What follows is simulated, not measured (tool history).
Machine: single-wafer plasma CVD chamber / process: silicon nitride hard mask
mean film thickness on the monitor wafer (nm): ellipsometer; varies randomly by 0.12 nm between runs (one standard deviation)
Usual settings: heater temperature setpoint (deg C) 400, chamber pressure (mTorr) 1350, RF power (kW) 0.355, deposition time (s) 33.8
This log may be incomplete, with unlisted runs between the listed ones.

run     day  heater temperature setpoint (deg C)  chamber pressure (mTorr)  RF power (kW)  deposition time (s)  wafers since the last listed run  hours since the last thermocouple change  hours since the last RF generator calibration  hours since the last manometer calibration  hours since the showerhead was replaced  hours since the gauge calibration  read-back reference wafer on the same gauge, thickness_nm  mean film thickness on the monitor wafer (nm)
  1       0                                  400                      1350          0.355                 33.8                                 0                                    1254.9                                         1713.4                                      2250.6                                   2660.5                              574.1                                                     37.501                                         41.437
  2   1.475                                  400                      1350          0.355                 33.8                              1093                                    1290.3                                         1748.8                                        2286                                   2695.9                              609.5                                                     37.488                                         41.577
  3   2.154                                  400                      1350          0.355                 33.8                               503                                    1306.6                                         1765.1                                      2302.3                                   2712.2                              625.8                                                     37.508                                         41.868
  4   2.871                                  400                      1350          0.355                 33.8                               531                                    1323.8                                         1782.3                                      2319.5                                   2729.4                                643                                                     37.499                                         41.568
  5   4.033                                  400                      1350          0.355                 33.8                               861                                    1351.7                                         1810.2                                      2347.4                                   2757.3                              670.9                                                     37.507                                         41.808
  6   4.954                                  400                      1350          0.355                 33.8                               682                                    1373.8                                         1832.3                                      2369.5                                   2779.4                                693                                                     37.499                                         41.617
  7   6.133                                  400                      1350          0.355                 33.8                               873                                    1402.1                                         1860.6                                      2397.8                                   2807.7                              721.3                                                      37.51                                         41.517
  8   6.775                                  400                      1350          0.355                 33.8                               475                                    1417.5                                           1876                                      2413.2                                   2823.1                              736.7                                                     37.521                                         41.555
      7.358  -- RF generator calibrated
  9   8.171                                  400                      1350          0.355                 33.8                               787                                      1451                                           19.5                                      2446.7                                   2856.6                              770.2                                                     37.491                                           41.1
 10   9.358                                  400                      1350          0.395                 33.8                               880                                    1479.5                                             48                                      2475.2                                   2885.1                              798.7                                                     37.493                                         42.557
     11.288  -- capacitance manometer re-zeroed and calibrated
 11  12.021                                  400                      1350          0.395                 33.8                              1726                                    1543.4                                          111.9                                        17.6                                     2949                              862.6                                                     37.488                                         42.645
 12  12.908                                  410                      1150          0.355                 30.8                               657                                    1564.7                                          133.2                                        38.9                                   2970.3                              883.9                                                     37.491                                         35.232
 13  13.821                                  400                      1350          0.355                 30.8                               676                                    1586.6                                          155.1                                        60.8                                   2992.2                              905.8                                                     37.508                                         37.433
 14  14.804                                  400                      1620            0.3                 28.5                               728                                    1610.2                                          178.7                                        84.4                                   3015.8                              929.4                                                     37.491                                         34.922
     16.138  -- RF generator calibrated, repeated, since the last time left the tool worse
 15  16.158                                  400                      1350          0.355                 38.6                               756                                    1642.7                                            0.5                                       116.9                                   3048.3                              961.9                                                       37.5                                         48.421
 16  17.358                                  400                      1350           0.31                 33.8                               889                                    1671.5                                           29.3                                       145.7                                   3077.1                              990.7                                                     37.488                                          40.72
     18.258  -- showerhead replaced
 17  18.825                                  400                      1350          0.405                 33.8                               839                                    1706.7                                           64.5                                       180.9                                     13.6                             1025.9                                                     37.504                                         44.242
     18.979  -- gauge calibrated
 18  19.454                                  395                      1350          0.355                 33.8                               466                                    1721.8                                           79.6                                         196                                     28.7                               11.4                                                     37.508                                         42.489
     23.383  -- thermocouple changed; heater temperature recalibrated
 19  23.633                                  388                      1350          0.355                 33.8                              2850                                         6                                          179.9                                       296.3                                      129                              111.7                                                     37.502                                          42.48
 20  24.446                                  400                      1610          0.355                   38                               602                                      25.5                                          199.4                                       315.8                                    148.5                              131.2                                                     37.521                                         50.518
 21   25.65                                  400                      1350          0.355                 33.8                               892                                      54.4                                          228.3                                       344.7                                    177.4                              160.1                                                     37.505                                         42.496
 22  26.992                                  400                      1350          0.355                 33.8                               994                                      86.6                                          260.5                                       376.9                                    209.6                              192.3                                                     37.512                                         42.515
 23  28.317                                  400                      1210          0.355                 37.2                               981                                     118.4                                          292.3                                       408.7                                    241.4                              224.1                                                     37.499                                          44.66
 24  29.654                                  400                      1350          0.305                 40.6                               991                                     150.5                                          324.4                                       440.8                                    273.5                              256.2                                                     37.528                                          48.69

Run 25, settings as shown, results not yet in. Your forecast:
 25  30.567                                  405                      1030           0.41                 30.1                               676                                     172.4                                          346.3                                       462.7                                    295.4                              278.1                                                          ?                                              ?

Run 25 yielded read-back reference wafer on the same gauge, thickness_nm 37.498, mean film thickness on the monitor wafer (nm) 35.625.
Had the tool carried no hidden state, the very same run would have given mean film thickness on the monitor wafer (nm) 35.716.

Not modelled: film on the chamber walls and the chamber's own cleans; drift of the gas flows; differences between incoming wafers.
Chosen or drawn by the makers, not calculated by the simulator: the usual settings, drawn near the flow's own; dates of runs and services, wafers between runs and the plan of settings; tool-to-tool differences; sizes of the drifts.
